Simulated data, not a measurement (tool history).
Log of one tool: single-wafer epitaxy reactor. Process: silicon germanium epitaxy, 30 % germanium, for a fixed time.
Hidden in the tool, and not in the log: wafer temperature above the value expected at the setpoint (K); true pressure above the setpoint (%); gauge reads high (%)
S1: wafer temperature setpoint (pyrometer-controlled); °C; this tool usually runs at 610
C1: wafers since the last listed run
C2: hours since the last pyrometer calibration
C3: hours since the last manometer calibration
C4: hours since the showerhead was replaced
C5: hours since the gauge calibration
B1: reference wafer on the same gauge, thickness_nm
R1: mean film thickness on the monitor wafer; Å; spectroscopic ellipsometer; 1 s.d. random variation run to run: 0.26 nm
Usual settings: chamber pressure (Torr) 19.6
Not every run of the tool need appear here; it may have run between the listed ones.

run 1 hour=0.0 | S1=610 chamber_pressure_(Torr)=19.6 | C1=0 C2=763.6 C3=2581.5 C4=2312.5 C5=1141.4 | B1=73.995 | R1=714.91
run 2 hour=22.8 | S1=610 chamber_pressure_(Torr)=19.6 | C1=338 C2=786.4 C3=2604.3 C4=2335.3 C5=1164.2 | B1=74.018 | R1=714.13
run 3 hour=46.9 | S1=610 chamber_pressure_(Torr)=19.6 | C1=357 C2=810.5 C3=2628.4 C4=2359.4 C5=1188.3 | B1=74.031 | R1=718.25
run 4 hour=64.9 | S1=610 chamber_pressure_(Torr)=19.6 | C1=267 C2=828.5 C3=2646.4 C4=2377.4 C5=1206.3 | B1=73.962 | R1=715.55
run 5 hour=96.0 | S1=610 chamber_pressure_(Torr)=19.6 | C1=461 C2=859.6 C3=2677.5 C4=2408.5 C5=1237.4 | B1=74.021 | R1=720.36
run 6 hour=124.0 | S1=610 chamber_pressure_(Torr)=19.6 | C1=415 C2=887.6 C3=2705.5 C4=2436.5 C5=1265.4 | B1=73.959 | R1=720.21
-- hour=149.4 showerhead replaced
run 7 hour=152.2 | S1=604 chamber_pressure_(Torr)=21.2 | C1=300 C2=915.8 C3=2733.7 C4=2.8 C5=1293.6 | B1=74.022 | R1=666.75
run 8 hour=193.5 | S1=621 chamber_pressure_(Torr)=19.6 | C1=613 C2=957.1 C3=2775.0 C4=44.1 C5=1334.9 | B1=73.969 | R1=903.39
run 9 hour=206.7 | S1=621 chamber_pressure_(Torr)=19.6 | C1=196 C2=970.3 C3=2788.2 C4=57.3 C5=1348.1 | B1=73.975 | R1=900.03
-- hour=213.0 gauge calibrated
run 10 hour=231.8 | S1=610 chamber_pressure_(Torr)=19.6 | C1=372 C2=995.4 C3=2813.3 C4=82.4 C5=18.8 | B1=73.929 | R1=721.96
-- hour=304.4 pyrometer calibrated
run 11 hour=309.8 | S1=610 chamber_pressure_(Torr)=19.6 | C1=1039 C2=5.4 C3=2891.3 C4=160.4 C5=96.8 | B1=74.024 | R1=727.70
run 12 hour=334.7 | S1=610 chamber_pressure_(Torr)=19.6 | C1=369 C2=30.3 C3=2916.2 C4=185.3 C5=121.7 | B1=73.966 | R1=726.48
run 13 hour=357.7 | S1=610 chamber_pressure_(Torr)=16.6 | C1=341 C2=53.3 C3=2939.2 C4=208.3 C5=144.7 | B1=74.028 | R1=642.98
run 14 hour=446.3 | S1=597 chamber_pressure_(Torr)=15.7 | C1=1316 C2=141.9 C3=3027.8 C4=296.9 C5=233.3 | B1=74.046 | R1=472.56
run 15 hour=471.2 | S1=610 chamber_pressure_(Torr)=16.0 | C1=369 C2=166.8 C3=3052.7 C4=321.8 C5=258.2 | B1=74.076 | R1=630.32
run 16 hour=503.2 | S1=610 chamber_pressure_(Torr)=19.6 | C1=475 C2=198.8 C3=3084.7 C4=353.8 C5=290.2 | B1=73.972 | R1=730.67
run 17 hour=515.9 | S1=603 chamber_pressure_(Torr)=19.6 | C1=188 C2=211.5 C3=3097.4 C4=366.5 C5=302.9 | B1=74.054 | R1=632.05
run 18 hour=541.4 | S1=616 chamber_pressure_(Torr)=15.2 | C1=378 C2=237.0 C3=3122.9 C4=392.0 C5=328.4 | B1=74.037 | R1=678.20
run 19 hour=568.3 | S1=610 chamber_pressure_(Torr)=19.6 | C1=399 C2=263.9 C3=3149.8 C4=418.9 C5=355.3 | B1=73.980 | R1=730.18
run 20 hour=583.6 | S1=610 chamber_pressure_(Torr)=19.6 | C1=227 C2=279.2 C3=3165.1 C4=434.2 C5=370.6 | B1=73.954 | R1=731.06
run 21 hour=603.3 | S1=610 chamber_pressure_(Torr)=19.6 | C1=292 C2=298.9 C3=3184.8 C4=453.9 C5=390.3 | B1=74.000 | R1=726.56
run 22 hour=637.5 | S1=610 chamber_pressure_(Torr)=19.6 | C1=508 C2=333.1 C3=3219.0 C4=488.1 C5=424.5 | B1=74.074 | R1=732.96
run 23 hour=653.4 | S1=610 chamber_pressure_(Torr)=19.6 | C1=236 C2=349.0 C3=3234.9 C4=504.0 C5=440.4 | B1=73.989 | R1=725.79
run 24 hour=698.8 | S1=601 chamber_pressure_(Torr)=15.2 | C1=674 C2=394.4 C3=3280.3 C4=549.4 C5=485.8 | B1=73.986 | R1=505.94
-- hour=715.1 capacitance manometer re-zeroed and calibrated
run 25 hour=729.3 | S1=625 chamber_pressure_(Torr)=23.9 | C1=334 C2=424.9 C3=14.2 C4=579.9 C5=516.3 | B1=74.024 | R1=1051.29
run 26 hour=748.8 | S1=610 chamber_pressure_(Torr)=19.6 | C1=289 C2=444.4 C3=33.7 C4=599.4 C5=535.8 | B1=73.970 | R1=686.19
run 27 hour=763.4 | S1=598 chamber_pressure_(Torr)=23.0 | C1=216 C2=459.0 C3=48.3 C4=614.0 C5=550.4 | B1=74.004 | R1=589.49
run 28 hour=781.2 | S1=610 chamber_pressure_(Torr)=21.5 | C1=264 C2=476.8 C3=66.1 C4=631.8 C5=568.2 | B1=74.063 | R1=720.01
run 29 hour=799.1 | S1=596 chamber_pressure_(Torr)=16.9 | C1=265 C2=494.7 C3=84.0 C4=649.7 C5=586.1 | B1=74.015 | R1=460.56
run 30 hour=827.0 | S1=623 chamber_pressure_(Torr)=23.6 | C1=414 C2=522.6 C3=111.9 C4=677.6 C5=614.0 | B1=73.934 | R1=990.73
run 31 hour=857.4 | S1=604 chamber_pressure_(Torr)=21.7 | C1=451 C2=553.0 C3=142.3 C4=708.0 C5=644.4 | B1=73.976 | R1=642.59
run 32 hour=890.3 | S1=597 chamber_pressure_(Torr)=22.8 | C1=488 C2=585.9 C3=175.2 C4=740.9 C5=677.3 | B1=73.956 | R1=575.23
run 33 hour=925.6 | S1=610 chamber_pressure_(Torr)=19.6 | C1=524 C2=621.2 C3=210.5 C4=776.2 C5=712.6 | B1=73.969 | R1=685.63
run 34 hour=988.3 | S1=604 chamber_pressure_(Torr)=21.2 | C1=931 C2=683.9 C3=273.2 C4=838.9 C5=775.3 | B1=74.006 | R1=637.55

Take each entry between the runs: how does the hidden state at the last listed run before it differ from the hidden state at the first listed run after it?
In the gap between runs 6 and 7: showerhead replaced (hour 149.4)
  true pressure above the setpoint (%): 5.67 -> 5.81
  difference, measured minus the result without the unlogged condition, R1: +25.64 -> +24.29 Å
In the gap between runs 9 and 10: gauge calibrated (hour 213.0)
  true pressure above the setpoint (%): 6.08 -> 6.21
  difference, measured minus the result without the unlogged condition, R1: +34.22 -> +27.99 Å
In the gap between runs 10 and 11: pyrometer calibrated (hour 304.4)
  true pressure above the setpoint (%): 6.21 -> 6.62
  difference, measured minus the result without the unlogged condition, R1: +27.99 -> +29.92 Å
In the gap between runs 24 and 25: capacitance manometer re-zeroed and calibrated (hour 715.1)
  true pressure above the setpoint (%): 8.8 -> -2.14
  difference, measured minus the result without the unlogged condition, R1: +27.03 -> -15.43 Å
